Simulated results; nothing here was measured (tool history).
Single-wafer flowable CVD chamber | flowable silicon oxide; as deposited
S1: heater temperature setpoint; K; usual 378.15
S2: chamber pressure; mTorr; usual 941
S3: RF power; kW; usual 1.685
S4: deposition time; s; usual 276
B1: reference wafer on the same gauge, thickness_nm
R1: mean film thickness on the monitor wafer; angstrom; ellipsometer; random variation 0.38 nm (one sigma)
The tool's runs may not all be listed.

run     day      S1    S2     S3   S4       B1       R1
  1       0  378.15   941  1.685  276  187.031  1658.05
  2   1.788  378.15  1020  1.685  250  187.262  1632.42
  3   3.954  378.15  1020  1.685  250    187.2  1632.07
  4   6.746  378.15   941   1.61  276  186.924  1642.56
  5   9.217  378.15   856  1.685  276  187.183  1509.53
  6  14.242  378.15   856  1.685  276  187.047  1517.03
  7  16.471  378.15   941  1.685  276  187.047  1668.28
     16.833  -- thermocouple changed; heater temperature recalibrated
  8  17.883  378.15   941  1.685  331  186.971  1932.36
     19.833  -- showerhead replaced
  9  20.329  364.15   859    1.5  276  186.991   2187.9
 10  22.538  378.15   941  1.685  316  186.934  1838.64
 11   24.05  366.15   732  1.515  276  187.182  1745.12
 12  25.425  378.15   941  1.685  276  186.966  1609.07
 13  26.471  367.15  1116  1.905  276   186.97  2749.81
     27.233  -- gauge calibrated
 14  28.179  378.15   941  1.825  276  187.036  1636.62
 15  30.708  378.15   941  1.555  276  186.929  1564.49
     34.192  -- capacitance manometer re-zeroed and calibrated
     36.062  -- RF generator calibrated
 16  37.838  371.15  1071  1.685  243  187.213  2026.72
 17   40.35  369.15  1066  1.685  276  186.838   2436.4
 18  42.562  378.15   941  1.685  316  186.861  1863.61
 19  44.708  378.15   941  1.685  316  186.733  1860.22
 20  46.929  378.15   876   1.55  322  186.925  1735.58
 21  49.092  378.15   941  1.685  276  187.118  1633.13
 22  51.908  378.15   941  1.685  276  186.955  1629.68
 23  53.708  378.15   941  1.685  276  187.168  1632.67
 24  56.025  378.15   941  1.685  276  187.125  1634.66
 25  57.221  378.15  1039  1.805  276  187.051  1836.79
 26  59.679  369.15  1112  1.425  313  187.162  2747.75
 27  62.558  371.15   776  1.685  238  187.261  1435.57

Some steps in R1 between neighbouring runs. How much of each would the tool show without its hidden state too (settings, what came in, random variation), and how much is left for the hidden state, with any gauge scatter that isn't in both results?
The hidden state here: wafer temperature above the value expected at the setpoint (K); delivered RF power above the setpoint (%); true pressure above the setpoint (%); gauge reads high (%).
Run 7 -> 8: S4 276 -> 331, thermocouple changed; heater temperature recalibrated. R1 +264.08 angstrom: hidden state -57.6, all else +321.68.
Run 12 -> 13: S1 378.15 -> 367.15, S2 941 -> 1116, S3 1.685 -> 1.905. R1 +1140.74 angstrom: hidden state -15.22, all else +1155.96.
Run 15 -> 16: S1 378.15 -> 371.15, S2 941 -> 1071, S3 1.555 -> 1.685, S4 276 -> 243, capacitance manometer re-zeroed and calibrated, RF generator calibrated. R1 +462.23 angstrom: hidden state +29.7, all else +432.53.
Run 26 -> 27: S1 369.15 -> 371.15, S2 1112 -> 776, S3 1.425 -> 1.685, S4 313 -> 238. R1 -1312.18 angstrom: hidden state +4.18, all else -1316.36.
